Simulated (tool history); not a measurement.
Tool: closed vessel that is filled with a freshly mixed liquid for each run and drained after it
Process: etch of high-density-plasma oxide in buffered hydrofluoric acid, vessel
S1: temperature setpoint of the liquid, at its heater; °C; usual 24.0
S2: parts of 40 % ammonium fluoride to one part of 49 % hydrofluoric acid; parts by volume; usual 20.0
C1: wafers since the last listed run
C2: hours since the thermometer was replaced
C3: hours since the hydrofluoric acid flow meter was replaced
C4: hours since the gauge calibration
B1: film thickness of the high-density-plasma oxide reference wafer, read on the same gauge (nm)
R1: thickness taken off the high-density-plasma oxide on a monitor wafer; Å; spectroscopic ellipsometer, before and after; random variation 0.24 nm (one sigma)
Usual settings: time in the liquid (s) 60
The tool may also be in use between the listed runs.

run 1 hour=0.0 | S1=24.0 S2=20.0 time_in_the_liquid_(s)=60 | C1=0 C2=649.0 C3=1570.2 C4=257.8 | B1=100.00 | R1=491.5
run 2 hour=12.8 | S1=24.0 S2=20.0 time_in_the_liquid_(s)=60 | C1=816 C2=661.8 C3=1583.0 C4=270.6 | B1=99.97 | R1=494.5
run 3 hour=38.7 | S1=24.0 S2=20.0 time_in_the_liquid_(s)=45 | C1=1652 C2=687.7 C3=1608.9 C4=296.5 | B1=99.99 | R1=368.3
-- hour=48.6 gauge calibrated
run 4 hour=64.6 | S1=24.0 S2=20.0 time_in_the_liquid_(s)=45 | C1=1652 C2=713.6 C3=1634.8 C4=16.0 | B1=100.01 | R1=372.7
run 5 hour=96.3 | S1=20.0 S2=20.0 time_in_the_liquid_(s)=60 | C1=2022 C2=745.3 C3=1666.5 C4=47.7 | B1=100.02 | R1=399.7
run 6 hour=149.5 | S1=20.0 S2=20.0 time_in_the_liquid_(s)=60 | C1=3394 C2=798.5 C3=1719.7 C4=100.9 | B1=100.03 | R1=398.4
run 7 hour=182.1 | S1=20.0 S2=20.0 time_in_the_liquid_(s)=60 | C1=2080 C2=831.1 C3=1752.3 C4=133.5 | B1=100.00 | R1=398.4
run 8 hour=212.8 | S1=24.0 S2=20.0 time_in_the_liquid_(s)=60 | C1=1958 C2=861.8 C3=1783.0 C4=164.2 | B1=100.03 | R1=494.5
run 9 hour=243.6 | S1=24.0 S2=20.0 time_in_the_liquid_(s)=60 | C1=1965 C2=892.6 C3=1813.8 C4=195.0 | B1=99.98 | R1=494.8
run 10 hour=279.2 | S1=24.0 S2=20.0 time_in_the_liquid_(s)=60 | C1=2271 C2=928.2 C3=1849.4 C4=230.6 | B1=100.00 | R1=497.8
-- hour=307.4 hydrofluoric acid flow meter replaced
run 11 hour=309.8 | S1=24.0 S2=20.0 time_in_the_liquid_(s)=60 | C1=1888 C2=958.8 C3=2.4 C4=261.2 | B1=100.00 | R1=500.0
-- hour=311.6 thermometer replaced
-- hour=313.9 gauge calibrated
run 12 hour=340.4 | S1=20.5 S2=12.5 time_in_the_liquid_(s)=95 | C1=1888 C2=28.8 C3=33.0 C4=26.5 | B1=100.03 | R1=994.3
run 13 hour=374.1 | S1=28.5 S2=13.0 time_in_the_liquid_(s)=60 | C1=2150 C2=62.5 C3=66.7 C4=60.2 | B1=100.00 | R1=934.3
run 14 hour=407.3 | S1=24.0 S2=20.0 time_in_the_liquid_(s)=60 | C1=2118 C2=95.7 C3=99.9 C4=93.4 | B1=100.00 | R1=483.5
run 15 hour=421.5 | S1=22.0 S2=16.5 time_in_the_liquid_(s)=60 | C1=906 C2=109.9 C3=114.1 C4=107.6 | B1=99.98 | R1=523.7
run 16 hour=451.3 | S1=24.0 S2=20.0 time_in_the_liquid_(s)=35 | C1=1901 C2=139.7 C3=143.9 C4=137.4 | B1=100.00 | R1=279.0
run 17 hour=467.5 | S1=20.5 S2=20.0 time_in_the_liquid_(s)=60 | C1=1033 C2=155.9 C3=160.1 C4=153.6 | B1=99.98 | R1=395.0
run 18 hour=480.7 | S1=29.0 S2=26.0 time_in_the_liquid_(s)=35 | C1=842 C2=169.1 C3=173.3 C4=166.8 | B1=100.00 | R1=308.7
run 19 hour=511.1 | S1=24.0 S2=25.5 time_in_the_liquid_(s)=60 | C1=1939 C2=199.5 C3=203.7 C4=197.2 | B1=100.03 | R1=410.4
run 20 hour=528.3 | S1=24.0 S2=15.0 time_in_the_liquid_(s)=60 | C1=1097 C2=216.7 C3=220.9 C4=214.4 | B1=100.01 | R1=638.1
run 21 hour=563.8 | S1=20.0 S2=20.0 time_in_the_liquid_(s)=60 | C1=2265 C2=252.2 C3=256.4 C4=249.9 | B1=100.01 | R1=388.1
run 22 hour=577.1 | S1=24.0 S2=20.0 time_in_the_liquid_(s)=60 | C1=848 C2=265.5 C3=269.7 C4=263.2 | B1=99.98 | R1=487.6
-- hour=578.4 gauge calibrated
run 23 hour=605.8 | S1=22.0 S2=20.0 time_in_the_liquid_(s)=75 | C1=1831 C2=294.2 C3=298.4 C4=27.4 | B1=100.01 | R1=543.3

Hidden state at the last listed run before each entry between runs and at the first one after, where it differs:
Between runs 3 and 4: gauge calibrated (hour 48.6)
  liquid hotter than its thermometer reads (K): 0.516 -> 0.535
  measured less the result without the state, R1: +10.3 -> +10.6 Å
Between runs 10 and 11: hydrofluoric acid flow meter replaced (hour 307.4)
  liquid hotter than its thermometer reads (K): 0.69 -> 0.712
  measured less the result without the state, R1: +18.4 -> +19.1 Å
Between runs 11 and 12: thermometer replaced (hour 311.6); gauge calibrated (hour 313.9)
  liquid hotter than its thermometer reads (K): 0.712 -> 0.049
  measured less the result without the state, R1: +19.1 -> +2.7 Å
Between runs 22 and 23: gauge calibrated (hour 578.4)
  liquid hotter than its thermometer reads (K): 0.22 -> 0.241
  measured less the result without the state, R1: +5.8 -> +7.2 Å

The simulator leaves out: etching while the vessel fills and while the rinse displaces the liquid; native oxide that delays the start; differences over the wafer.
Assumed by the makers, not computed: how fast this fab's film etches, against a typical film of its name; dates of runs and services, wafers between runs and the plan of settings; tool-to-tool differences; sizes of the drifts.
